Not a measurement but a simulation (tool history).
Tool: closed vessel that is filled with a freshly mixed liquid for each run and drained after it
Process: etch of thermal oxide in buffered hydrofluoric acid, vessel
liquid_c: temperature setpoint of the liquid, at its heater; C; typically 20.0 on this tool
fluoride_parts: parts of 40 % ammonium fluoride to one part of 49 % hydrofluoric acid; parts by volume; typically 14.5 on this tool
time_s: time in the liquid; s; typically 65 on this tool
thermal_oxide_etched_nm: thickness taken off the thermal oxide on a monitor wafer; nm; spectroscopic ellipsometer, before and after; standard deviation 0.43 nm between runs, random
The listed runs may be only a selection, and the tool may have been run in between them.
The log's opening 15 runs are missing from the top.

run,hour,liquid_c,fluoride_parts,time_s,wafers since the last listed run,hours since the thermometer was replaced,hours since the hydrofluoric acid flow meter was replaced,hours since the gauge calibration,"read-back film thickness of the thermal oxide reference wafer, read on the same gauge (nm)",thermal_oxide_etched_nm
16,753.1,20.0,14.5,65,6971,1938.4,2151.4,844.4,60.01,43.53
17,784.2,17.5,14.5,65,4479,1969.5,2182.5,875.5,59.98,38.65
18,848.5,20.0,14.5,65,9261,2033.8,2246.8,939.8,60.02,44.84
19,874.3,21.5,9.0,95,3716,2059.6,2272.6,965.6,60.00,109.55
# hour 898.6: gauge calibrated
# hour 935.2: hydrofluoric acid flow meter replaced
20,943.8,17.0,19.0,65,9866,2129.1,8.6,45.2,59.99,28.33
21,997.0,18.0,14.5,65,7662,2182.3,61.8,98.4,60.01,40.06
22,1063.7,22.0,17.0,35,9607,2249.0,128.5,165.1,59.99,22.59
# hour 1112.6: thermometer replaced
23,1114.6,17.0,13.0,100,7187,2.0,179.4,216.0,60.01,63.77
24,1161.8,21.5,14.5,40,6798,49.2,226.6,263.2,60.00,29.76
25,1207.2,20.0,14.5,35,6539,94.6,272.0,308.6,60.00,23.96
26,1246.6,24.0,9.0,30,5675,134.0,311.4,348.0,59.98,39.55
27,1304.6,17.0,14.5,65,8354,192.0,369.4,406.0,60.02,37.75
28,1340.0,20.0,14.5,65,5098,227.4,404.8,441.4,60.01,44.30
29,1367.0,20.0,14.5,65,3888,254.4,431.8,468.4,59.99,44.83
30,1429.3,17.0,10.0,35,8973,316.7,494.1,530.7,59.99,29.25
31,1494.3,17.0,14.5,40,9362,381.7,559.1,595.7,59.99,23.34
32,1530.9,22.0,19.0,65,5271,418.3,595.7,632.3,60.00,37.94

Branching from run 32: 5 alternative next runs. What would each branch give?
A,1531.6,20.0,16.5,65,100,419.0,596.4,633.0,?,?
B,1531.6,20.0,14.5,105,100,419.0,596.4,633.0,?,?
C,1531.6,24.5,8.5,75,100,419.0,596.4,633.0,?,?
D,1531.6,20.0,10.0,65,100,419.0,596.4,633.0,?,?
E,1531.6,24.0,18.5,45,100,419.0,596.4,633.0,?,?

run,"read-back film thickness of the thermal oxide reference wafer, read on the same gauge (nm)",thermal_oxide_etched_nm
A,59.98,39.48
B,59.98,72.43
C,59.98,108.44
D,59.98,64.49
E,59.98,30.48
What these runs would have given with no unlogged condition in the tool:
run,thermal_oxide_etched_nm
A,39.48
B,72.43
C,108.44
D,64.49
E,30.48

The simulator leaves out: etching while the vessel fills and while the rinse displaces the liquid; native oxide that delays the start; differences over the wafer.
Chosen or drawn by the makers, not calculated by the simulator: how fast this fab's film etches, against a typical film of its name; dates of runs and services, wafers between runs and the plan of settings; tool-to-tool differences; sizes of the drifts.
